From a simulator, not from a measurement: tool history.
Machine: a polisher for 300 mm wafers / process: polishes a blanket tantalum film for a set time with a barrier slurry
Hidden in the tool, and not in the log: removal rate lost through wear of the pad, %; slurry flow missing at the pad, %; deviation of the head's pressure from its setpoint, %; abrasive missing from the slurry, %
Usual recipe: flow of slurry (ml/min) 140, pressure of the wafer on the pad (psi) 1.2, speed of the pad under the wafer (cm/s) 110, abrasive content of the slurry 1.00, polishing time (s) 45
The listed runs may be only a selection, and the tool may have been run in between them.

run     day  flow of slurry (ml/min)  pressure of the wafer on the pad (psi)  speed of the pad under the wafer (cm/s)  abrasive content of the slurry  polishing time (s)  wafers since the last listed run  wafers polished on this pad  hours since the slurry nozzle was cleaned  hours since the head pressure was calibrated  hours since the slurry blender was calibrated  incoming thickness of the incoming film, nm  film removed (nm)
  1   0.000                      140                                     1.2                                      110                            1.00                  45                                 0                         2247                                       79.7                                         202.5                                          443.7                                        356.6               51.8
      0.533  -- slurry blender recalibrated
  2   4.321                      100                                     1.2                                      110                            1.00                  45                               862                         3110                                      183.4                                         306.2                                           90.9                                        365.2               48.8
  3   8.738                      140                                     1.2                                      110                            1.00                  45                               899                         4010                                      289.4                                         412.2                                          196.9                                        357.0               51.5
  4  12.488                      140                                     1.2                                      110                            1.00                  45                               763                         4773                                      379.4                                         502.2                                          286.9                                        354.8               51.2
     12.829  -- worn pad replaced by a new one
  5  14.475                      150                                     1.2                                      110                            1.00                  45                               370                          335                                      427.1                                         549.9                                          334.6                                        365.9               51.7
  6  16.838                      150                                     1.2                                      110                            1.00                  45                               481                          816                                      483.8                                         606.6                                          391.3                                        360.5               51.7
  7  19.850                      150                                     1.2                                      110                            1.00                  45                               613                         1429                                      556.1                                         678.9                                          463.6                                        362.5               51.8
  8  22.754                      140                                     1.2                                      110                            1.00                  45                               591                         2020                                      625.8                                         748.6                                          533.3                                        355.2               51.4
     25.912  -- slurry blender recalibrated
  9  26.625                      140                                     1.2                                      110                            1.00                  45                               771                         2792                                      718.7                                         841.5                                           17.1                                        361.8               51.5
     26.958  -- slurry nozzle cleaned
 10  30.096                      140                                     1.2                                      110                            1.00                  45                               698                         3490                                       75.3                                         924.8                                          100.4                                        364.3               51.1
 11  33.667                      140                                     1.2                                      110                            1.00                  45                               727                         4217                                      161.0                                        1010.5                                          186.1                                        361.1               50.8
     34.450  -- worn pad replaced by a new one
 12  35.779                      140                                     1.3                                      110                            1.25                  45                               396                          270                                      211.7                                        1061.2                                          236.8                                        360.7               59.8
 13  37.554                      140                                     1.2                                      110                            1.00                  45                               361                          631                                      254.3                                        1103.8                                          279.4                                        362.2               50.6
     45.004  -- slurry blender recalibrated
 14  47.892                      140                                     1.2                                      130                            1.00                  45                              2088                         2720                                      502.4                                        1351.9                                           69.3                                        361.3               57.7
     48.142  -- head pressure recalibrated
 15  50.888                      140                                     1.2                                      110                            1.00                  45                               593                         3313                                      574.3                                          65.9                                          141.2                                        358.6               51.4
 16  54.900                      160                                     1.2                                      110                            1.15                  61                               817                         4130                                      670.6                                         162.2                                          237.5                                        356.2               74.2
     58.142  -- worn pad replaced by a new one
 17  58.412                      150                                     1.2                                      110                            1.00                  45                               681                           54                                      754.9                                         246.5                                          321.8                                        358.6               52.0
 18  59.917                      140                                     0.9                                      134                            0.75                  45                               306                          361                                      791.0                                         282.6                                          357.9                                        362.3               39.4
 19  61.504                      140                                     1.2                                      110                            1.00                  45                               323                          684                                      829.1                                         320.7                                          396.0                                        362.0               50.6
     63.404  -- slurry nozzle cleaned
 20  65.288                      140                                     1.2                                      138                            1.00                  45                               761                         1446                                       45.2                                         411.5                                          486.8                                        365.5               61.6
     67.788  -- slurry blender recalibrated
 21  67.846                      140                                     1.2                                      110                            1.20                  30                               503                         1950                                      106.6                                         472.9                                            1.4                                        359.7               36.3
 22  70.396                      140                                     1.2                                      110                            1.00                  45                               519                         2469                                      167.8                                         534.1                                           62.6                                        359.4               50.8
 23  72.658                      140                                     1.2                                       80                            1.30                  45                               460                         2930                                      222.1                                         588.4                                          116.9                                        356.8               42.6
 24  76.171                      140                                     1.2                                      110                            1.20                  45                               715                         3645                                      306.4                                         672.7                                          201.2                                        361.3               54.1
 25  80.038                      140                                     1.0                                      110                            0.90                  45                               787                         4432                                      399.2                                         765.5                                          294.0                                        361.9               40.3
     81.462  -- worn pad replaced by a new one
 26  82.321                      140                                     1.2                                      110                            1.00                  45                               431                          174                                      454.0                                         820.3                                          348.8                                        358.8               50.2
 27  85.629                      140                                     1.2                                       86                            1.30                  45                               673                          848                                      533.4                                         899.7                                          428.2                                        367.7               44.5
 28  88.600                      140                                     1.5                                      110                            1.00                  45                               604                         1453                                      604.7                                         971.0                                          499.5                                        364.1               63.3
 29  91.479                      140                                     0.9                                       92                            0.85                  33                               586                         2039                                      673.8                                        1040.1                                          568.6                                        365.3               21.9
     92.158  -- slurry blender recalibrated
 30  95.629                      115                                     1.2                                       76                            0.80                  45                               828                         2867                                      773.4                                        1139.7                                           83.3                                        354.8               32.1

Forecast each of these 4 alternatives for the next run:
  A  95.646                      140                                     1.2                                      110                            1.00                  58                                 3                         2871                                      773.8                                        1140.1                                           83.7                                        362.5                  ?
  B  95.646                      140                                     1.2                                      110                            1.00                  59                                 3                         2871                                      773.8                                        1140.1                                           83.7                                        362.5                  ?
  C  95.646                      140                                     1.5                                      110                            0.70                  34                                 3                         2871                                      773.8                                        1140.1                                           83.7                                        362.5                  ?
  D  95.646                      125                                     1.2                                       92                            1.00                  45                                 3                         2871                                      773.8                                        1140.1                                           83.7                                        362.5                  ?

run  film removed (nm)
  A               65.0
  B               66.1
  C               39.6
  D               42.7
What these runs would have given with no unlogged condition in the tool:
run  film removed (nm)
  A               67.1
  B               68.3
  C               40.9
  D               44.1
